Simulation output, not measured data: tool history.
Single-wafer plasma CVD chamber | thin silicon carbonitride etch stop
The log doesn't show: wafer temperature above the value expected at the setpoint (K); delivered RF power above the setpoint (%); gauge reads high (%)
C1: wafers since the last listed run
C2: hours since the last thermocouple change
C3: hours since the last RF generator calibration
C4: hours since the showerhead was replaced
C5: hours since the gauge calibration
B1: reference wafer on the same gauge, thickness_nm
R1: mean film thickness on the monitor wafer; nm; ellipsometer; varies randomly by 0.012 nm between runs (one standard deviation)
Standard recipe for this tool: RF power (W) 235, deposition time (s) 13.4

run 1 hour=0 | RF_power_(W)=235 deposition_time_(s)=13.4 | C1=0 C2=658.9 C3=2542.9 C4=5445.5 C5=398.8 | B1=8.793 | R1=8.249
run 2 hour=17.7 | RF_power_(W)=235 deposition_time_(s)=13.4 | C1=474 C2=676.6 C3=2560.6 C4=5463.2 C5=416.5 | B1=8.79 | R1=8.241
-- hour=28.7 showerhead replaced
run 3 hour=68.9 | RF_power_(W)=235 deposition_time_(s)=13.4 | C1=1157 C2=727.8 C3=2611.8 C4=40.2 C5=467.7 | B1=8.772 | R1=8.229
run 4 hour=78.4 | RF_power_(W)=235 deposition_time_(s)=13.4 | C1=254 C2=737.3 C3=2621.3 C4=49.7 C5=477.2 | B1=8.773 | R1=8.25
run 5 hour=85.4 | RF_power_(W)=235 deposition_time_(s)=13.4 | C1=187 C2=744.3 C3=2628.3 C4=56.7 C5=484.2 | B1=8.765 | R1=8.211
run 6 hour=96.4 | RF_power_(W)=235 deposition_time_(s)=13.4 | C1=294 C2=755.3 C3=2639.3 C4=67.7 C5=495.2 | B1=8.764 | R1=8.235
-- hour=100.6 gauge calibrated
run 7 hour=106.1 | RF_power_(W)=245 deposition_time_(s)=13.4 | C1=259 C2=765 C3=2649 C4=77.4 C5=5.5 | B1=8.863 | R1=8.385
run 8 hour=133.6 | RF_power_(W)=245 deposition_time_(s)=13.4 | C1=737 C2=792.5 C3=2676.5 C4=104.9 C5=33 | B1=8.862 | R1=8.377
run 9 hour=142.3 | RF_power_(W)=245 deposition_time_(s)=13.4 | C1=233 C2=801.2 C3=2685.2 C4=113.6 C5=41.7 | B1=8.863 | R1=8.379
run 10 hour=160.2 | RF_power_(W)=270 deposition_time_(s)=13.4 | C1=479 C2=819.1 C3=2703.1 C4=131.5 C5=59.6 | B1=8.865 | R1=8.547
run 11 hour=168.9 | RF_power_(W)=270 deposition_time_(s)=11.7 | C1=233 C2=827.8 C3=2711.8 C4=140.2 C5=68.3 | B1=8.857 | R1=7.449
run 12 hour=184.8 | RF_power_(W)=200 deposition_time_(s)=11.7 | C1=426 C2=843.7 C3=2727.7 C4=156.1 C5=84.2 | B1=8.861 | R1=7.039
run 13 hour=235.2 | RF_power_(W)=255 deposition_time_(s)=14.6 | C1=1350 C2=894.1 C3=2778.1 C4=206.5 C5=134.6 | B1=8.857 | R1=9.224
run 14 hour=249.6 | RF_power_(W)=205 deposition_time_(s)=11.4 | C1=385 C2=908.5 C3=2792.5 C4=220.9 C5=149 | B1=8.852 | R1=6.885
run 15 hour=266 | RF_power_(W)=265 deposition_time_(s)=13.4 | C1=439 C2=924.9 C3=2808.9 C4=237.3 C5=165.4 | B1=8.85 | R1=8.492
run 16 hour=272.9 | RF_power_(W)=220 deposition_time_(s)=12.3 | C1=184 C2=931.8 C3=2815.8 C4=244.2 C5=172.3 | B1=8.848 | R1=7.53
-- hour=289.7 RF generator calibrated
run 17 hour=290.2 | RF_power_(W)=275 deposition_time_(s)=11.6 | C1=249 C2=949.1 C3=0.5 C4=261.5 C5=189.6 | B1=8.846 | R1=7.426
run 18 hour=290.8 | RF_power_(W)=235 deposition_time_(s)=13.4 | C1=16 C2=949.7 C3=1.1 C4=262.1 C5=190.2 | B1=8.847 | R1=8.295
run 19 hour=301.8 | RF_power_(W)=280 deposition_time_(s)=11.9 | C1=294 C2=960.7 C3=12.1 C4=273.1 C5=201.2 | B1=8.846 | R1=7.653
run 20 hour=325.8 | RF_power_(W)=235 deposition_time_(s)=13.4 | C1=643 C2=984.7 C3=36.1 C4=297.1 C5=225.2 | B1=8.845 | R1=8.286
run 21 hour=331.9 | RF_power_(W)=265 deposition_time_(s)=12.3 | C1=163 C2=990.8 C3=42.2 C4=303.2 C5=231.3 | B1=8.839 | R1=7.789
run 22 hour=348.8 | RF_power_(W)=235 deposition_time_(s)=13.4 | C1=452 C2=1007.7 C3=59.1 C4=320.1 C5=248.2 | B1=8.844 | R1=8.302
-- hour=362 thermocouple changed; heater temperature recalibrated
run 23 hour=363.4 | RF_power_(W)=255 deposition_time_(s)=15.4 | C1=176 C2=1.4 C3=73.7 C4=334.7 C5=262.8 | B1=8.837 | R1=9.698
run 24 hour=370.6 | RF_power_(W)=255 deposition_time_(s)=11 | C1=192 C2=8.6 C3=80.9 C4=341.9 C5=270 | B1=8.833 | R1=6.931
run 25 hour=379.7 | RF_power_(W)=215 deposition_time_(s)=14.1 | C1=243 C2=17.7 C3=90 C4=351 C5=279.1 | B1=8.828 | R1=8.541
run 26 hour=386.7 | RF_power_(W)=205 deposition_time_(s)=15.2 | C1=187 C2=24.7 C3=97 C4=358 C5=286.1 | B1=8.828 | R1=9.159
run 27 hour=395.8 | RF_power_(W)=235 deposition_time_(s)=13.4 | C1=243 C2=33.8 C3=106.1 C4=367.1 C5=295.2 | B1=8.832 | R1=8.287
run 28 hour=404.2 | RF_power_(W)=210 deposition_time_(s)=11.7 | C1=225 C2=42.2 C3=114.5 C4=375.5 C5=303.6 | B1=8.829 | R1=7.088
run 29 hour=420.7 | RF_power_(W)=205 deposition_time_(s)=11.5 | C1=442 C2=58.7 C3=131 C4=392 C5=320.1 | B1=8.821 | R1=6.916
run 30 hour=436.4 | RF_power_(W)=250 deposition_time_(s)=15.1 | C1=420 C2=74.4 C3=146.7 C4=407.7 C5=335.8 | B1=8.821 | R1=9.44
run 31 hour=452.2 | RF_power_(W)=235 deposition_time_(s)=13.4 | C1=423 C2=90.2 C3=162.5 C4=423.5 C5=351.6 | B1=8.815 | R1=8.278
run 32 hour=467.3 | RF_power_(W)=195 deposition_time_(s)=12.6 | C1=404 C2=105.3 C3=177.6 C4=438.6 C5=366.7 | B1=8.809 | R1=7.494
run 33 hour=477.5 | RF_power_(W)=245 deposition_time_(s)=13.4 | C1=273 C2=115.5 C3=187.8 C4=448.8 C5=376.9 | B1=8.804 | R1=8.322
run 34 hour=487.1 | RF_power_(W)=235 deposition_time_(s)=11.1 | C1=257 C2=125.1 C3=197.4 C4=458.4 C5=386.5 | B1=8.804 | R1=6.836
run 35 hour=504.6 | RF_power_(W)=195 deposition_time_(s)=14.8 | C1=469 C2=142.6 C3=214.9 C4=475.9 C5=404 | B1=8.799 | R1=8.808

5 options for the next run, each taken on its own from the tool as it stands now. Forecast them:
run A hour=505 | RF_power_(W)=235 deposition_time_(s)=13.4 | C1=10 C2=143 C3=215.3 C4=476.3 C5=404.4 | B1=? | R1=?
run B hour=505 | RF_power_(W)=215 deposition_time_(s)=15.5 | C1=10 C2=143 C3=215.3 C4=476.3 C5=404.4 | B1=? | R1=?
run C hour=505 | RF_power_(W)=235 deposition_time_(s)=11.9 | C1=10 C2=143 C3=215.3 C4=476.3 C5=404.4 | B1=? | R1=?
run D hour=505 | RF_power_(W)=260 deposition_time_(s)=13.4 | C1=10 C2=143 C3=215.3 C4=476.3 C5=404.4 | B1=? | R1=?
run E hour=505 | RF_power_(W)=200 deposition_time_(s)=10.9 | C1=10 C2=143 C3=215.3 C4=476.3 C5=404.4 | B1=? | R1=?

run=A B1=8.796 R1=8.256
run=B B1=8.796 R1=9.387
run=C B1=8.796 R1=7.332
run=D B1=8.796 R1=8.424
run=E B1=8.796 R1=6.513
What these runs would have given with no unlogged condition in the tool:
run=A R1=8.314
run=B R1=9.453
run=C R1=7.383
run=D R1=8.483
run=E R1=6.558
